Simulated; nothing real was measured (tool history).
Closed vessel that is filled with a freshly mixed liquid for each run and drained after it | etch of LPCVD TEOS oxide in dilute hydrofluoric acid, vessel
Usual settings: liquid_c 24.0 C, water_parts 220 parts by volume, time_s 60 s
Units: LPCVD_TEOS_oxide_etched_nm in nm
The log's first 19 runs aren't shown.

run    hour  liquid_c  water_parts  time_s  wafers since the last listed run  hours since the thermometer was replaced  hours since the hydrofluoric acid flow meter was replaced  hours since the gauge calibration  read-back film thickness of the LPCVD TEOS oxide reference wafer, read on the same gauge (nm)  LPCVD_TEOS_oxide_etched_nm
 20  1157.7      26.0          220      90                             11538                                    1198.3                                                      867.9                              529.3                                                                                         129.99                       14.90
 21  1250.9      24.0          220      60                             13476                                    1291.5                                                      961.1                              622.5                                                                                         130.01                        9.32
 22  1324.5      24.0          220      60                             10642                                    1365.1                                                     1034.7                              696.1                                                                                         129.98                        9.28
 23  1374.7      24.0          220      60                              7258                                    1415.3                                                     1084.9                              746.3                                                                                         130.00                        9.27
 24  1473.9      24.0          155      80                             14344                                    1514.5                                                     1184.1                              845.5                                                                                         129.95                       18.76
 25  1565.3      21.5          220      35                             13216                                    1605.9                                                     1275.5                              936.9                                                                                         129.98                        4.90
 26  1614.9      24.0          220      60                              7172                                    1655.5                                                     1325.1                              986.5                                                                                         130.03                        9.27
 27  1656.8      24.0          220      60                              6058                                    1697.4                                                     1367.0                             1028.4                                                                                         129.96                        9.27
 28  1734.6      24.0          145      75                             11249                                    1775.2                                                     1444.8                             1106.2                                                                                         129.99                       19.37
 29  1797.9      24.0          220      60                              9152                                    1838.5                                                     1508.1                             1169.5                                                                                         129.97                        9.30
     1834.4  -- hydrofluoric acid flow meter replaced
 30  1882.9      29.0          220      40                             12146                                    1923.5                                                       48.5                             1254.5                                                                                         130.01                        7.47
 31  1991.6      24.0          220      30                             15717                                    2032.2                                                      157.2                             1363.2                                                                                         130.00                        4.66
 32  2089.4      26.0          270      45                             14141                                    2130.0                                                      255.0                             1461.0                                                                                         129.98                        5.73
 33  2162.3      24.0          320      60                             10541                                    2202.9                                                      327.9                             1533.9                                                                                         129.98                        5.81
 34  2208.5      19.5          220      50                              6680                                    2249.1                                                      374.1                             1580.1                                                                                         129.99                        6.53

Forecast each of these 3 alternatives for the next run:
  A  2209.2      24.0          290      60                               101                                    2249.8                                                      374.8                             1580.8                                                                                              ?                           ?
  B  2209.2      24.0          220      85                               101                                    2249.8                                                      374.8                             1580.8                                                                                              ?                           ?
  C  2209.2      27.0          300      60                               101                                    2249.8                                                      374.8                             1580.8                                                                                              ?                           ?

run  read-back film thickness of the LPCVD TEOS oxide reference wafer, read on the same gauge (nm)  LPCVD_TEOS_oxide_etched_nm
  A                                                                                         129.97                        6.61
  B                                                                                         129.97                       13.25
  C                                                                                         129.97                        7.01
Without the tool's hidden state the same runs would have given:
run  LPCVD_TEOS_oxide_etched_nm
  A                        6.61
  B                       13.25
  C                        7.01
